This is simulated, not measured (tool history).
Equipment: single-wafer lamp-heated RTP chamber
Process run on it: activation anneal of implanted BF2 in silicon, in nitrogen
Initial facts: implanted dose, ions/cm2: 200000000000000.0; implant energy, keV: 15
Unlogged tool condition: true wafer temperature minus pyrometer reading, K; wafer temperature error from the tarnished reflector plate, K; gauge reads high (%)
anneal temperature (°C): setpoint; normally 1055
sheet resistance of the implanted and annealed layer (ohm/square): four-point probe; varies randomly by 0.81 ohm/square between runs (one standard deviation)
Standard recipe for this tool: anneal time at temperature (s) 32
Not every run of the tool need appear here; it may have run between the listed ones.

run,hour,anneal temperature (°C),anneal time at temperature (s),wafers since the last listed run,wafers since the last pyrometer calibration,wafers since the reflector plate was cleaned,hours since the gauge calibration,"read-back reference wafer on the same gauge, sheet resistance",sheet resistance of the implanted and annealed layer (ohm/square)
1,0.0,1055,32,0,620,4522,448.4,533.79,532.86
2,32.0,1055,32,388,1009,4910,480.4,533.96,533.43
3,66.1,1055,32,413,1422,5324,514.5,533.93,533.81
4,95.9,1055,32,361,1784,5685,544.3,533.80,533.45
5,160.3,1055,32,781,2565,6466,608.7,533.98,532.83
# hour 225.6: reflector plate cleaned
6,231.6,1039,26,767,3332,72,680.0,534.37,544.18
7,261.9,1055,32,367,3700,440,710.3,534.20,533.55
8,286.2,1055,32,294,3994,734,734.6,534.11,530.51
9,314.7,1055,32,345,4340,1080,763.1,534.50,530.85
10,358.8,1049,32,534,4875,1615,807.2,534.04,532.17
# hour 401.6: pyrometer window cleaned and pyrometer calibrated
11,402.1,1049,32,428,6,2043,850.5,534.44,538.62
12,467.9,1049,32,797,804,2841,916.3,533.91,537.33
13,505.5,1048,40,455,1260,3297,953.9,534.13,531.98
14,543.1,1048,40,455,1716,3753,991.5,534.27,532.55
15,582.1,1048,40,472,2188,4226,1030.5,534.19,530.86
16,638.9,1055,32,688,2877,4915,1087.3,533.94,530.84
17,674.1,1068,40,426,3304,5342,1122.5,534.23,517.46
18,721.0,1075,48,568,3873,5910,1169.4,534.15,506.67
19,761.0,1081,14,485,4358,6395,1209.4,534.27,537.14
# hour 785.0: pyrometer window cleaned and pyrometer calibrated
# hour 792.2: gauge calibrated
20,806.1,1069,32,449,256,6845,13.9,533.83,527.06
# hour 846.3: reflector plate cleaned
21,872.4,1029,44,707,963,316,80.2,534.50,538.73
22,1074.0,1081,18,2444,3408,2761,281.8,533.76,533.32
23,1114.1,1026,44,486,3894,3247,321.9,533.99,536.21
24,1153.2,1055,32,474,4368,3721,361.0,533.69,527.56
# hour 1191.0: pyrometer window cleaned and pyrometer calibrated
25,1196.7,1055,41,430,68,4152,404.5,533.96,527.94
26,1261.1,1055,32,781,849,4933,468.9,533.87,533.83
27,1303.9,1055,22,519,1368,5452,511.7,533.72,541.04
28,1431.8,1078,41,1551,2920,7003,639.6,534.13,510.95
# hour 1528.2: reflector plate cleaned
29,1578.3,1031,26,1679,4599,607,786.1,533.73,543.94
# hour 1615.3: pyrometer window cleaned and pyrometer calibrated
30,1635.8,1047,40,600,248,1207,843.6,534.01,534.85
31,1668.8,1045,49,400,648,1607,876.6,534.07,528.65
32,1726.5,1055,32,699,1348,2307,934.3,533.80,533.37
33,1759.2,1029,44,396,1744,2704,967.0,534.06,535.79

Below, each run's measurement less what the same run would have read without the hidden state. Both values contain the same run-to-run variation, but the gauge's scatter may not be the same in both:
run,sheet resistance of the implanted and annealed layer (ohm/square)
1,-3.64
2,-3.91
3,-4.27
4,-4.65
5,-5.70
6,-1.62
7,-4.39
8,-5.37
9,-6.60
10,-7.72
11,-2.24
12,-2.81
13,-3.57
14,-4.11
15,-4.75
16,-6.04
17,-8.25
18,-9.67
19,-7.57
20,-4.77
21,-0.67
22,-5.60
23,-4.50
24,-8.79
25,-3.72
26,-3.72
27,-3.13
28,-7.34
29,-2.72
30,-2.30
31,-2.89
32,-3.78
33,-2.71

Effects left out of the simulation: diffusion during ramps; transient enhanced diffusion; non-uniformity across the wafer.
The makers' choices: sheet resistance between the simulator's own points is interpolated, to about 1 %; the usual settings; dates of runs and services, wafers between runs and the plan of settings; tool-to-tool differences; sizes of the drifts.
